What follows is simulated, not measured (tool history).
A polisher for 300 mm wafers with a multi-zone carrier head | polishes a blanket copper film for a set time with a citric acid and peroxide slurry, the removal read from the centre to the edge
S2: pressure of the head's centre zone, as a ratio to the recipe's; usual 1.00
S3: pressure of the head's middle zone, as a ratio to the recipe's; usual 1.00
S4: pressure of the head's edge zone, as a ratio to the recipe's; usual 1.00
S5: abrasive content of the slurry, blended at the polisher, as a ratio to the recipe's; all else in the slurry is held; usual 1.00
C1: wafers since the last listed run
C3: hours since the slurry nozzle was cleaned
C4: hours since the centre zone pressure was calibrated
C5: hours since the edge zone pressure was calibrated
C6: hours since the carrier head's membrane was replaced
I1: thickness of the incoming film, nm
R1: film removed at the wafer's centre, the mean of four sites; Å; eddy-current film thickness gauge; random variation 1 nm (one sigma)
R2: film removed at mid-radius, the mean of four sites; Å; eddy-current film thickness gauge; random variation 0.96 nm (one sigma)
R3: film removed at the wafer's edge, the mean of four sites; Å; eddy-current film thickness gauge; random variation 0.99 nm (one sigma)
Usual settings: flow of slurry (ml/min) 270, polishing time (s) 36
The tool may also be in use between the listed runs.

run 1 hour=0.0 | flow_of_slurry_(ml/min)=270 S2=1.00 S3=1.00 S4=0.97 S5=0.85 polishing_time_(s)=36 | C1=0 wafers_polished_on_this_pad=2383 C3=115.3 C4=708.3 C5=44.8 C6=23.5 | I1=582.8 | R1=850 R2=869 R3=870
run 2 hour=39.5 | flow_of_slurry_(ml/min)=270 S2=1.00 S3=1.00 S4=1.00 S5=1.00 polishing_time_(s)=36 | C1=641 wafers_polished_on_this_pad=3025 C3=154.8 C4=747.8 C5=84.3 C6=63.0 | I1=585.0 | R1=883 R2=901 R3=900
run 3 hour=82.0 | flow_of_slurry_(ml/min)=270 S2=1.00 S3=1.00 S4=1.00 S5=1.00 polishing_time_(s)=43 | C1=690 wafers_polished_on_this_pad=3715 C3=197.3 C4=790.3 C5=126.8 C6=105.5 | I1=581.8 | R1=1059 R2=1061 R3=1073
run 4 hour=133.5 | flow_of_slurry_(ml/min)=270 S2=1.00 S3=1.00 S4=1.00 S5=1.00 polishing_time_(s)=43 | C1=836 wafers_polished_on_this_pad=4551 C3=248.8 C4=841.8 C5=178.3 C6=157.0 | I1=574.5 | R1=1034 R2=1031 R3=1072
run 5 hour=176.9 | flow_of_slurry_(ml/min)=270 S2=1.00 S3=1.00 S4=1.00 S5=1.00 polishing_time_(s)=36 | C1=704 wafers_polished_on_this_pad=5256 C3=292.2 C4=885.2 C5=221.7 C6=200.4 | I1=572.5 | R1=895 R2=886 R3=898
-- hour=198.7 worn pad replaced by a new one
run 6 hour=244.6 | flow_of_slurry_(ml/min)=270 S2=1.00 S3=1.00 S4=1.00 S5=1.00 polishing_time_(s)=36 | C1=1034 wafers_polished_on_this_pad=745 C3=359.9 C4=952.9 C5=289.4 C6=268.1 | I1=587.0 | R1=883 R2=884 R3=909
-- hour=247.9 centre zone pressure recalibrated
-- hour=313.3 slurry nozzle cleaned
run 7 hour=320.3 | flow_of_slurry_(ml/min)=325 S2=1.00 S3=1.00 S4=0.91 S5=1.15 polishing_time_(s)=36 | C1=1180 wafers_polished_on_this_pad=1926 C3=7.0 C4=72.4 C5=365.1 C6=343.8 | I1=576.7 | R1=947 R2=933 R3=910
-- hour=341.2 edge zone pressure recalibrated
run 8 hour=398.8 | flow_of_slurry_(ml/min)=270 S2=1.00 S3=1.00 S4=1.00 S5=1.00 polishing_time_(s)=36 | C1=1242 wafers_polished_on_this_pad=3168 C3=85.5 C4=150.9 C5=57.6 C6=422.3 | I1=578.8 | R1=872 R2=887 R3=888
-- hour=464.9 carrier head's membrane replaced by a new one
run 9 hour=465.4 | flow_of_slurry_(ml/min)=270 S2=1.05 S3=1.00 S4=1.00 S5=1.00 polishing_time_(s)=36 | C1=1000 wafers_polished_on_this_pad=4169 C3=152.1 C4=217.5 C5=124.2 C6=0.5 | I1=577.1 | R1=918 R2=869 R3=923
-- hour=526.4 worn pad replaced by a new one
run 10 hour=544.6 | flow_of_slurry_(ml/min)=270 S2=1.00 S3=1.00 S4=1.00 S5=1.00 polishing_time_(s)=36 | C1=1221 wafers_polished_on_this_pad=296 C3=231.3 C4=296.7 C5=203.4 C6=79.7 | I1=574.7 | R1=879 R2=902 R3=905
run 11 hour=584.7 | flow_of_slurry_(ml/min)=270 S2=1.04 S3=1.00 S4=1.00 S5=1.00 polishing_time_(s)=36 | C1=651 wafers_polished_on_this_pad=947 C3=271.4 C4=336.8 C5=243.5 C6=119.8 | I1=576.7 | R1=943 R2=873 R3=925
run 12 hour=625.7 | flow_of_slurry_(ml/min)=270 S2=0.92 S3=1.00 S4=1.09 S5=1.00 polishing_time_(s)=36 | C1=665 wafers_polished_on_this_pad=1613 C3=312.4 C4=377.8 C5=284.5 C6=160.8 | I1=584.5 | R1=833 R2=874 R3=947
run 13 hour=704.5 | flow_of_slurry_(ml/min)=270 S2=1.00 S3=1.11 S4=1.07 S5=1.00 polishing_time_(s)=36 | C1=1279 wafers_polished_on_this_pad=2893 C3=391.2 C4=456.6 C5=363.3 C6=239.6 | I1=581.6 | R1=907 R2=968 R3=925
-- hour=720.6 edge zone pressure recalibrated
run 14 hour=754.1 | flow_of_slurry_(ml/min)=270 S2=1.11 S3=1.00 S4=1.08 S5=1.00 polishing_time_(s)=36 | C1=773 wafers_polished_on_this_pad=3666 C3=440.8 C4=506.2 C5=33.5 C6=289.2 | I1=583.9 | R1=973 R2=886 R3=945
-- hour=774.8 slurry nozzle cleaned
run 15 hour=860.0 | flow_of_slurry_(ml/min)=270 S2=1.00 S3=1.00 S4=1.00 S5=1.00 polishing_time_(s)=36 | C1=1703 wafers_polished_on_this_pad=5370 C3=85.2 C4=612.1 C5=139.4 C6=395.1 | I1=574.8 | R1=902 R2=868 R3=913

The next listed run, before its measurement:
-- hour=899.0 worn pad replaced by a new one
run 16 hour=931.9 | flow_of_slurry_(ml/min)=200 S2=1.00 S3=1.11 S4=0.97 S5=1.00 polishing_time_(s)=23 | C1=1102 wafers_polished_on_this_pad=534 C3=157.1 C4=684.0 C5=211.3 C6=467.0 | I1=581.6 | R1=? R2=? R3=?

R1: 541 Å
R2: 589 Å
R3: 552 Å
Without the tool's hidden state the same run would have given R1 541 Å, R2 589 Å, R3 552 Å.

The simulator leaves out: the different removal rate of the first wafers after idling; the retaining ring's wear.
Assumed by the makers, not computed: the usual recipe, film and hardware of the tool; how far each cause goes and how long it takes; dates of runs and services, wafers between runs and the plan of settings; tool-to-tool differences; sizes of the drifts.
